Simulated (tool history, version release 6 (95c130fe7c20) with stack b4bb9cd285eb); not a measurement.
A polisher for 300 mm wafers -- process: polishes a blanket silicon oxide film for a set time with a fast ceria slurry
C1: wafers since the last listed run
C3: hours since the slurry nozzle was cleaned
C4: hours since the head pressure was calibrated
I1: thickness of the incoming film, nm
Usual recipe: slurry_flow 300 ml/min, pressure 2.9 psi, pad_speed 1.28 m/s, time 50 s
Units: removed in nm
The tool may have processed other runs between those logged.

{"run": 1, "day": 0.0, "slurry_flow": 300, "pressure": 3.5, "pad_speed": 1.28, "time": 50, "C1": 0, "wafers polished on this pad": 4698, "C3": 171.3, "C4": 429.3, "I1": 2961.6, "removed": 1188.2}
{"day": 2.875, "done": "worn pad replaced by a new one"}
{"run": 2, "day": 3.862, "slurry_flow": 260, "pressure": 2.9, "pad_speed": 0.94, "time": 50, "C1": 997, "wafers polished on this pad": 266, "C3": 264, "C4": 522, "I1": 2901.8, "removed": 868.9}
{"run": 3, "day": 6.212, "slurry_flow": 260, "pressure": 2.9, "pad_speed": 0.94, "time": 50, "C1": 634, "wafers polished on this pad": 900, "C3": 320.4, "C4": 578.4, "I1": 2958.9, "removed": 866.4}
{"run": 4, "day": 8.979, "slurry_flow": 300, "pressure": 2.9, "pad_speed": 1.28, "time": 55, "C1": 746, "wafers polished on this pad": 1647, "C3": 386.8, "C4": 644.8, "I1": 2970.8, "removed": 1148}
{"run": 5, "day": 11.029, "slurry_flow": 300, "pressure": 2.9, "pad_speed": 1.28, "time": 55, "C1": 553, "wafers polished on this pad": 2200, "C3": 436, "C4": 694, "I1": 2931.3, "removed": 1129.7}
{"day": 13.1, "done": "slurry nozzle cleaned"}
{"run": 6, "day": 14.458, "slurry_flow": 300, "pressure": 2.9, "pad_speed": 1.28, "time": 55, "C1": 914, "wafers polished on this pad": 3114, "C3": 32.6, "C4": 776.3, "I1": 2936.8, "removed": 1131}
{"day": 14.571, "done": "head pressure recalibrated"}
{"run": 7, "day": 18.642, "slurry_flow": 260, "pressure": 2.9, "pad_speed": 1.28, "time": 50, "C1": 1106, "wafers polished on this pad": 4221, "C3": 133, "C4": 97.7, "I1": 2968.5, "removed": 999.5}
{"run": 8, "day": 21.996, "slurry_flow": 260, "pressure": 2.9, "pad_speed": 1.28, "time": 50, "C1": 905, "wafers polished on this pad": 5126, "C3": 213.5, "C4": 178.2, "I1": 2966.2, "removed": 1009.2}
{"day": 22.512, "done": "worn pad replaced by a new one"}
{"run": 9, "day": 23.742, "slurry_flow": 300, "pressure": 2.9, "pad_speed": 1.28, "time": 58, "C1": 426, "wafers polished on this pad": 331, "C3": 255.4, "C4": 220.1, "I1": 2935.9, "removed": 1231.1}
{"run": 10, "day": 25.596, "slurry_flow": 300, "pressure": 2.9, "pad_speed": 1.28, "time": 58, "C1": 500, "wafers polished on this pad": 831, "C3": 299.9, "C4": 264.6, "I1": 2962.2, "removed": 1232.9}
{"run": 11, "day": 28.238, "slurry_flow": 300, "pressure": 2.9, "pad_speed": 1.28, "time": 50, "C1": 713, "wafers polished on this pad": 1544, "C3": 363.3, "C4": 328, "I1": 2942.6, "removed": 1041.6}
{"run": 12, "day": 31.038, "slurry_flow": 300, "pressure": 2.5, "pad_speed": 1.28, "time": 50, "C1": 755, "wafers polished on this pad": 2300, "C3": 430.5, "C4": 395.2, "I1": 2905.1, "removed": 924.7}
{"day": 33.558, "done": "slurry nozzle cleaned"}
{"run": 13, "day": 34.988, "slurry_flow": 300, "pressure": 2.5, "pad_speed": 1.28, "time": 50, "C1": 1054, "wafers polished on this pad": 3355, "C3": 34.3, "C4": 490, "I1": 2931.3, "removed": 928.7}
{"run": 14, "day": 38.808, "slurry_flow": 365, "pressure": 2.9, "pad_speed": 1.28, "time": 50, "C1": 1031, "wafers polished on this pad": 4386, "C3": 126, "C4": 581.7, "I1": 2957.8, "removed": 1045.4}
{"run": 15, "day": 42.925, "slurry_flow": 300, "pressure": 2.9, "pad_speed": 1.28, "time": 39, "C1": 1111, "wafers polished on this pad": 5498, "C3": 224.8, "C4": 680.5, "I1": 2924.5, "removed": 800.7}
{"day": 45.088, "done": "worn pad replaced by a new one"}
{"day": 45.783, "done": "head pressure recalibrated"}
{"run": 16, "day": 46.208, "slurry_flow": 300, "pressure": 2.9, "pad_speed": 1.28, "time": 39, "C1": 818, "wafers polished on this pad": 280, "C3": 303.6, "C4": 10.2, "I1": 2923.4, "removed": 823.2}
{"run": 17, "day": 49.133, "slurry_flow": 300, "pressure": 2.9, "pad_speed": 1.28, "time": 50, "C1": 789, "wafers polished on this pad": 1069, "C3": 373.8, "C4": 80.4, "I1": 2994.4, "removed": 1052.2}
{"run": 18, "day": 52.796, "slurry_flow": 400, "pressure": 2.9, "pad_speed": 1.56, "time": 50, "C1": 988, "wafers polished on this pad": 2058, "C3": 461.7, "C4": 168.3, "I1": 2965.6, "removed": 1210.3}
{"run": 19, "day": 55.092, "slurry_flow": 245, "pressure": 2.9, "pad_speed": 1.44, "time": 50, "C1": 619, "wafers polished on this pad": 2677, "C3": 516.8, "C4": 223.4, "I1": 2991.3, "removed": 1090.8}
{"day": 55.846, "done": "slurry nozzle cleaned"}
{"run": 20, "day": 58.629, "slurry_flow": 300, "pressure": 2.9, "pad_speed": 1.28, "time": 50, "C1": 943, "wafers polished on this pad": 3621, "C3": 66.8, "C4": 308.3, "I1": 2912.2, "removed": 1022.1}
{"run": 21, "day": 61.125, "slurry_flow": 300, "pressure": 2.9, "pad_speed": 1.28, "time": 50, "C1": 673, "wafers polished on this pad": 4295, "C3": 126.7, "C4": 368.2, "I1": 2904.9, "removed": 1010.2}
{"run": 22, "day": 64.179, "slurry_flow": 245, "pressure": 3.5, "pad_speed": 1.04, "time": 67, "C1": 824, "wafers polished on this pad": 5119, "C3": 200, "C4": 441.5, "I1": 2960.2, "removed": 1392}
{"run": 23, "day": 65.962, "slurry_flow": 300, "pressure": 2.9, "pad_speed": 1.28, "time": 50, "C1": 481, "wafers polished on this pad": 5600, "C3": 242.8, "C4": 484.3, "I1": 3005.8, "removed": 1013}
{"day": 68.004, "done": "worn pad replaced by a new one"}
{"run": 24, "day": 68.496, "slurry_flow": 200, "pressure": 2.9, "pad_speed": 1.28, "time": 50, "C1": 638, "wafers polished on this pad": 132, "C3": 303.6, "C4": 545.1, "I1": 2941.8, "removed": 1033.5}
{"run": 25, "day": 72.921, "slurry_flow": 300, "pressure": 2.9, "pad_speed": 1.28, "time": 50, "C1": 1194, "wafers polished on this pad": 1327, "C3": 409.8, "C4": 651.3, "I1": 2971.8, "removed": 1051}
{"run": 26, "day": 76.0, "slurry_flow": 300, "pressure": 2.9, "pad_speed": 1.28, "time": 50, "C1": 831, "wafers polished on this pad": 2158, "C3": 483.7, "C4": 725.2, "I1": 2951.2, "removed": 1032.9}
{"run": 27, "day": 77.975, "slurry_flow": 300, "pressure": 3.2, "pad_speed": 1.28, "time": 40, "C1": 533, "wafers polished on this pad": 2691, "C3": 531.1, "C4": 772.6, "I1": 2920.7, "removed": 893.2}
{"day": 78.6, "done": "slurry nozzle cleaned"}
{"day": 78.908, "done": "head pressure recalibrated"}
{"run": 28, "day": 80.642, "slurry_flow": 300, "pressure": 2.9, "pad_speed": 1.28, "time": 50, "C1": 686, "wafers polished on this pad": 3377, "C3": 49, "C4": 41.6, "I1": 2968.5, "removed": 1021.6}
{"run": 29, "day": 82.908, "slurry_flow": 355, "pressure": 2.9, "pad_speed": 1.6, "time": 50, "C1": 611, "wafers polished on this pad": 3989, "C3": 103.4, "C4": 96, "I1": 2953.6, "removed": 1204.2}
{"run": 30, "day": 84.758, "slurry_flow": 300, "pressure": 2.9, "pad_speed": 1.28, "time": 50, "C1": 499, "wafers polished on this pad": 4488, "C3": 147.8, "C4": 140.4, "I1": 2957.3, "removed": 1006.9}
{"run": 31, "day": 89.133, "slurry_flow": 330, "pressure": 2.9, "pad_speed": 0.84, "time": 63, "C1": 1180, "wafers polished on this pad": 5669, "C3": 252.8, "C4": 245.4, "I1": 2924.3, "removed": 1007.6}
{"day": 89.6, "done": "worn pad replaced by a new one"}
{"run": 32, "day": 93.079, "slurry_flow": 300, "pressure": 3.8, "pad_speed": 1.28, "time": 50, "C1": 1020, "wafers polished on this pad": 938, "C3": 347.5, "C4": 340.1, "I1": 2916.9, "removed": 1297.6}
{"run": 33, "day": 97.138, "slurry_flow": 220, "pressure": 2.4, "pad_speed": 1.72, "time": 62, "C1": 1095, "wafers polished on this pad": 2034, "C3": 444.9, "C4": 437.5, "I1": 2930.5, "removed": 1318.4}
{"run": 34, "day": 99.238, "slurry_flow": 300, "pressure": 2.9, "pad_speed": 1.28, "time": 59, "C1": 566, "wafers polished on this pad": 2600, "C3": 495.3, "C4": 487.9, "I1": 2972.6, "removed": 1221.7}
{"day": 101.883, "done": "slurry nozzle cleaned"}
{"run": 35, "day": 103.533, "slurry_flow": 300, "pressure": 2.9, "pad_speed": 1.14, "time": 50, "C1": 1148, "wafers polished on this pad": 3749, "C3": 39.6, "C4": 591, "I1": 2933.4, "removed": 955.6}

Branching from run 35: 3 alternative next runs. What would each branch give?
{"run": "A", "day": 103.55, "slurry_flow": 235, "pressure": 2.9, "pad_speed": 1.28, "time": 50, "C1": 4, "wafers polished on this pad": 3753, "C3": 40, "C4": 591.4, "I1": 2986.4, "removed": "?"}
{"run": "B", "day": 103.55, "slurry_flow": 300, "pressure": 3.8, "pad_speed": 1.28, "time": 63, "C1": 4, "wafers polished on this pad": 3753, "C3": 40, "C4": 591.4, "I1": 2986.4, "removed": "?"}
{"run": "C", "day": 103.55, "slurry_flow": 300, "pressure": 3.6, "pad_speed": 1.4, "time": 50, "C1": 4, "wafers polished on this pad": 3753, "C3": 40, "C4": 591.4, "I1": 2986.4, "removed": "?"}

run=A removed=1011.7
run=B removed=1613.7
run=C removed=1299.2
What these runs would have given with no unlogged condition in the tool:
run=A removed=1070.5
run=B removed=1707.5
run=C removed=1374.7

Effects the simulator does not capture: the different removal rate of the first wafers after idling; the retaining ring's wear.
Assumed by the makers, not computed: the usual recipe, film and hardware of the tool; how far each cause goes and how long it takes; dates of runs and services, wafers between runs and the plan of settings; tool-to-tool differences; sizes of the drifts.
